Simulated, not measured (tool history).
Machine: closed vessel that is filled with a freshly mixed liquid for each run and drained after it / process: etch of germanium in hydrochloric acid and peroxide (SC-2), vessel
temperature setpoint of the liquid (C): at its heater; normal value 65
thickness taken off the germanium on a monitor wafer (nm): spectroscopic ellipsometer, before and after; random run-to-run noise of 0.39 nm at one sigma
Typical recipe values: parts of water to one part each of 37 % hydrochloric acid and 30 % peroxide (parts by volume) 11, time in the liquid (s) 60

| run | hour | temperature setpoint of the liquid (C) | parts of water to one part each of 37 % hydrochloric acid and 30 % peroxide (parts by volume) | time in the liquid (s) | read-back film thickness of the germanium reference wafer, read on the same gauge (nm) | thickness taken off the germanium on a monitor wafer (nm) |
|---|---|---|---|---|---|---|
| 1 | 0 | 65 | 11 | 60 | 30.02 | 200.09 |
| 2 | 27.1 | 65 | 11 | 60 | 29.97 | 200.78 |
| 3 | 54.8 | 65 | 11 | 60 | 30.01 | 199.98 |
| 4 | 82.8 | 65 | 11 | 60 | 29.98 | 200.62 |
| 5 | 107.7 | 65 | 11 | 60 | 30.01 | 200.24 |
| 6 | 134.3 | 65 | 11 | 60 | 30.04 | 200.29 |
| 7 | 158.3 | 60 | 11 | 60 | 29.99 | 174.27 |
|  | 164.6 | thermometer replaced |
| 8 | 181.6 | 60 | 11 | 60 | 30.03 | 170.75 |
|  | 199.8 | new drum of peroxide connected |
| 9 | 211.1 | 65 | 8 | 60 | 29.97 | 204.45 |
| 10 | 227.6 | 72 | 11 | 85 | 30.02 | 338.28 |
| 11 | 248.3 | 72 | 11 | 45 | 29.96 | 179.95 |
| 12 | 282.4 | 65 | 11 | 60 | 29.97 | 197.21 |
|  | 286.1 | chemicals flow meter replaced |
| 13 | 316.5 | 65 | 11 | 60 | 29.99 | 198.08 |
| 14 | 351.4 | 56.5 | 11 | 60 | 30.02 | 154.37 |
|  | 361.7 | gauge calibrated |
| 15 | 376.2 | 65 | 11 | 60 | 30.05 | 197.92 |
| 16 | 389.4 | 65 | 11 | 60 | 29.98 | 197.05 |
| 17 | 410.1 | 57 | 6.5 | 35 | 30.03 | 95.7 |
| 18 | 428.9 | 61 | 15.5 | 40 | 29.97 | 111.52 |
| 19 | 461.9 | 65 | 13 | 60 | 30 | 193.41 |
| 20 | 483.8 | 71 | 15.5 | 90 | 30 | 331.01 |

Consider 4 possible next runs. They are alternatives, not a sequence: every one starts from the tool as it was left by run 20. What does each give?
| A | 484.5 | 59 | 11 | 60 | ? | ? |
| B | 484.5 | 71 | 11 | 30 | ? | ? |
| C | 484.5 | 59 | 14 | 30 | ? | ? |
| D | 484.5 | 72 | 11 | 60 | ? | ? |

| run | read-back film thickness of the germanium reference wafer, read on the same gauge (nm) | thickness taken off the germanium on a monitor wafer (nm) |
|---|---|---|
| A | 29.99 | 166.43 |
| B | 29.99 | 116.77 |
| C | 29.99 | 80.47 |
| D | 29.99 | 239.93 |
What these runs would have given with no unlogged condition in the tool:
| run | thickness taken off the germanium on a monitor wafer (nm) |
|---|---|
| A | 164.92 |
| B | 115.79 |
| C | 79.75 |
| D | 237.93 |
